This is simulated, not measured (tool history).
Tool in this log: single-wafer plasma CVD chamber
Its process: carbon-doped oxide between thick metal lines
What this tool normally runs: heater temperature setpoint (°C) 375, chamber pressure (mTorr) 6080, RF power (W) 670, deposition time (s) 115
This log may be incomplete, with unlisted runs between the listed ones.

run	hour	heater temperature setpoint (°C)	chamber pressure (mTorr)	RF power (W)	deposition time (s)	wafers since the last listed run	hours since the last thermocouple change	hours since the last RF generator calibration	hours since the last manometer calibration	hours since the showerhead was replaced	hours since the gauge calibration	read-back reference wafer on the same gauge, thickness_nm	mean film thickness on the monitor wafer (Å)
1	0	371	6080	670	115	0	1530.9	518.9	43.6	5078.7	1522.1	611.158	6341.43
2	60.3	371	6080	670	115	923	1591.2	579.2	103.9	5139	1582.4	610.905	6323.12
3	117.1	375	6080	670	115	869	1648	636	160.7	5195.8	1639.2	610.845	6251.75
4	164.2	375	6080	670	115	720	1695.1	683.1	207.8	5242.9	1686.3	611.216	6271.42
5	322.2	375	6080	670	115	2418	1853.1	841.1	365.8	5400.9	1844.3	610.829	6255.29
6	354.2	375	6690	765	124	489	1885.1	873.1	397.8	5432.9	1876.3	611.356	7389.17
7	390.8	375	6080	670	115	560	1921.7	909.7	434.4	5469.5	1912.9	610.91	6257.12
8	436.8	375	6080	670	115	704	1967.7	955.7	480.4	5515.5	1958.9	610.994	6263.39
9	486.3	375	6080	670	115	757	2017.2	1005.2	529.9	5565	2008.4	610.794	6278.14
10	551.1	368	5670	670	115	991	2082	1070	594.7	5629.8	2073.2	610.858	6303.64
11	620	379	7420	570	115	1054	2150.9	1138.9	663.6	5698.7	2142.1	610.758	5699.58
12	669	375	6080	580	124	750	2199.9	1187.9	712.6	5747.7	2191.1	611.098	6144.58
# hour 713.9: RF generator calibrated
13	714.4	368	5540	620	131	572	2245.3	0.5	758	5793.1	2236.5	611.198	6890.6
14	762.7	370	7350	545	95	739	2293.6	48.8	806.3	5841.4	2284.8	611.187	4704.69
# hour 810.1: gauge calibrated
15	815	375	5660	670	115	800	2345.9	101.1	858.6	5893.7	4.9	610.82	6304.1
# hour 866.3: capacitance manometer re-zeroed and calibrated
16	866.8	361	5270	565	128	670	2397.7	152.9	0.5	5945.5	56.7	611.018	6384.86
17	888.7	363	6080	670	115	335	2419.6	174.8	22.4	5967.4	78.6	610.877	6448.16
18	954.2	366	6080	710	115	1002	2485.1	240.3	87.9	6032.9	144.1	610.768	6643.32
# hour 977.6: showerhead replaced
# hour 993.5: thermocouple changed; heater temperature recalibrated
19	1014.5	375	7330	725	134	678	21	300.6	148.2	36.9	204.4	611.174	7864.2
20	1054	375	6980	670	115	604	60.5	340.1	187.7	76.4	243.9	611.052	6389.32
21	1121	367	5640	670	115	1025	127.5	407.1	254.7	143.4	310.9	611.033	6376.71
22	1190	375	6080	670	115	1056	196.5	476.1	323.7	212.4	379.9	611.267	6307.93
23	1241.2	382	4810	670	124	783	247.7	527.3	374.9	263.6	431.1	610.955	6533.16
24	1285.9	375	6080	670	115	684	292.4	572	419.6	308.3	475.8	611.065	6303.2
25	1349.5	364	5610	540	136	973	356	635.6	483.2	371.9	539.4	611.133	6546.8
26	1401.1	375	6080	670	115	789	407.6	687.2	534.8	423.5	591	610.879	6305.4
27	1430.1	375	6080	670	115	443	436.6	716.2	563.8	452.5	620	611.002	6311.26
28	1482.6	375	4920	670	115	803	489.1	768.7	616.3	505	672.5	610.751	6154.18

Hidden condition of the tool, last listed run before each entry between runs versus first listed run after:
Run 12 -> run 13: RF generator calibrated (hour 713.9)
  wafer temperature above the value expected at the setpoint (K): 4.47 -> 4.49; delivered RF power above the setpoint (%): -2.32 -> -0.182
  the result without the hidden state subtracted from the measured one, mean film thickness on the monitor wafer (Å): -140.22 -> -64.1
Run 14 -> run 15: gauge calibrated (hour 810.1)
  wafer temperature above the value expected at the setpoint (K): 4.51 -> 4.53; delivered RF power above the setpoint (%): -0.461 -> -0.725
  the result without the hidden state subtracted from the measured one, mean film thickness on the monitor wafer (Å): -51.76 -> -78.13
Run 15 -> run 16: capacitance manometer re-zeroed and calibrated (hour 866.3)
  wafer temperature above the value expected at the setpoint (K): 4.53 -> 4.55; delivered RF power above the setpoint (%): -0.725 -> -0.951
  the result without the hidden state subtracted from the measured one, mean film thickness on the monitor wafer (Å): -78.13 -> -95.33
Run 18 -> run 19: showerhead replaced (hour 977.6); thermocouple changed; heater temperature recalibrated (hour 993.5)
  wafer temperature above the value expected at the setpoint (K): 4.58 -> 0.688; delivered RF power above the setpoint (%): -1.27 -> -1.44
  the result without the hidden state subtracted from the measured one, mean film thickness on the monitor wafer (Å): -109.67 -> -79.82
